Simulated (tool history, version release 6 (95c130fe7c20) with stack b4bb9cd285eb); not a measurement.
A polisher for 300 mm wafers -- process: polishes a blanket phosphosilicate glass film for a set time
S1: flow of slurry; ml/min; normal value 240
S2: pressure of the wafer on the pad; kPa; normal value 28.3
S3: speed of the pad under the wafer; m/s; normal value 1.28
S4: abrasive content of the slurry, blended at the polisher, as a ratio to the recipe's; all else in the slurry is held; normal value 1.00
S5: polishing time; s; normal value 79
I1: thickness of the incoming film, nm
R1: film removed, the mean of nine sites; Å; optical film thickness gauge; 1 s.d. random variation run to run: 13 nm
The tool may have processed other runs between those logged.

| run | hour | S1 | S2 | S3 | S4 | S5 | I1 | R1 |
|---|---|---|---|---|---|---|---|---|
| 1 | 0.0 | 240 | 28.3 | 1.28 | 1.00 | 79 | 3943.0 | 7295 |
| 2 | 8.4 | 210 | 28.3 | 1.28 | 1.00 | 79 | 3971.7 | 6954 |
| 3 | 20.2 | 210 | 28.3 | 1.28 | 1.00 | 79 | 3886.8 | 6963 |
| 4 | 27.9 | 240 | 28.3 | 1.28 | 1.00 | 79 | 3921.0 | 7251 |
|  | 38.7 | worn pad replaced by a new one |
| 5 | 42.3 | 240 | 28.3 | 1.28 | 1.00 | 79 | 4008.2 | 7025 |
|  | 51.7 | slurry blender recalibrated |
|  | 54.1 | head pressure recalibrated |
| 6 | 55.1 | 240 | 28.3 | 1.28 | 1.00 | 79 | 3913.4 | 8527 |
| 7 | 63.7 | 240 | 28.3 | 1.28 | 1.00 | 79 | 3992.7 | 8206 |
| 8 | 73.1 | 240 | 31.7 | 1.28 | 1.00 | 79 | 3959.4 | 8920 |
| 9 | 80.4 | 240 | 31.7 | 1.28 | 1.00 | 79 | 4007.0 | 8599 |
| 10 | 92.2 | 240 | 28.3 | 1.28 | 1.00 | 98 | 4036.5 | 9697 |
|  | 124.8 | slurry nozzle cleaned |
|  | 125.6 | worn pad replaced by a new one |
| 11 | 127.0 | 240 | 28.3 | 1.28 | 1.00 | 79 | 3862.4 | 8096 |
|  | 132.2 | conditioning disc replaced and pad reconditioned |
| 12 | 137.3 | 300 | 35.9 | 1.28 | 1.10 | 66 | 3936.3 | 8898 |
| 13 | 145.1 | 165 | 28.3 | 1.28 | 1.25 | 67 | 3982.6 | 7576 |
| 14 | 159.1 | 240 | 23.4 | 1.28 | 0.70 | 69 | 3918.3 | 3847 |
| 15 | 170.2 | 165 | 28.3 | 1.28 | 0.90 | 79 | 3934.6 | 6712 |
| 16 | 188.2 | 240 | 28.3 | 1.28 | 0.90 | 63 | 3940.2 | 5633 |
| 17 | 196.0 | 240 | 20.7 | 1.28 | 1.00 | 79 | 3943.3 | 6147 |
| 18 | 208.1 | 240 | 28.3 | 1.28 | 1.00 | 79 | 4015.7 | 7717 |
| 19 | 215.1 | 240 | 28.3 | 1.28 | 1.00 | 79 | 3959.6 | 7753 |
|  | 221.6 | worn pad replaced by a new one |
| 20 | 223.7 | 240 | 28.3 | 1.28 | 1.00 | 79 | 4002.5 | 7486 |
| 21 | 240.7 | 265 | 22.8 | 1.04 | 1.15 | 79 | 3936.8 | 6278 |
| 22 | 254.4 | 320 | 28.3 | 1.28 | 1.00 | 79 | 3960.3 | 7727 |
|  | 262.6 | slurry blender recalibrated |
| 23 | 265.2 | 240 | 28.3 | 1.28 | 1.00 | 79 | 3994.0 | 9276 |
| 24 | 273.0 | 240 | 28.3 | 1.28 | 1.00 | 79 | 3943.4 | 8907 |
| 25 | 284.3 | 305 | 28.3 | 1.68 | 1.00 | 79 | 3910.2 | 11267 |

What was the tool's hidden state at every run in the log?
removal rate lost through wear of the pad, %: 0 across all the runs
deviation of the head's pressure from its setpoint, %: 0 across all the runs
time polished since the conditioner stopped cutting, s: 0 across all the runs
H1: slurry flow missing at the pad, %
H2: abrasive missing from the slurry, %
| run | H1 | H2 |
|---|---|---|
| 1 | 24.5 | 20.1 |
| 2 | 25.6 | 20.4 |
| 3 | 27.1 | 20.7 |
| 4 | 28.1 | 20.9 |
| 5 | 30.1 | 21.2 |
| 6 | 31.9 | 2.45 |
| 7 | 33.1 | 4.68 |
| 8 | 34.5 | 6.8 |
| 9 | 35.6 | 8.24 |
| 10 | 37.4 | 10.3 |
| 11 | 1.11 | 14.5 |
| 12 | 1.14 | 15.4 |
| 13 | 1.18 | 15.9 |
| 14 | 1.31 | 16.8 |
| 15 | 1.46 | 17.4 |
| 16 | 1.78 | 18.1 |
| 17 | 1.96 | 18.4 |
| 18 | 2.27 | 18.8 |
| 19 | 2.47 | 18.9 |
| 20 | 2.74 | 19.1 |
| 21 | 3.35 | 19.4 |
| 22 | 3.91 | 19.6 |
| 23 | 4.4 | 1.19 |
| 24 | 4.78 | 3.25 |
| 25 | 5.35 | 5.82 |
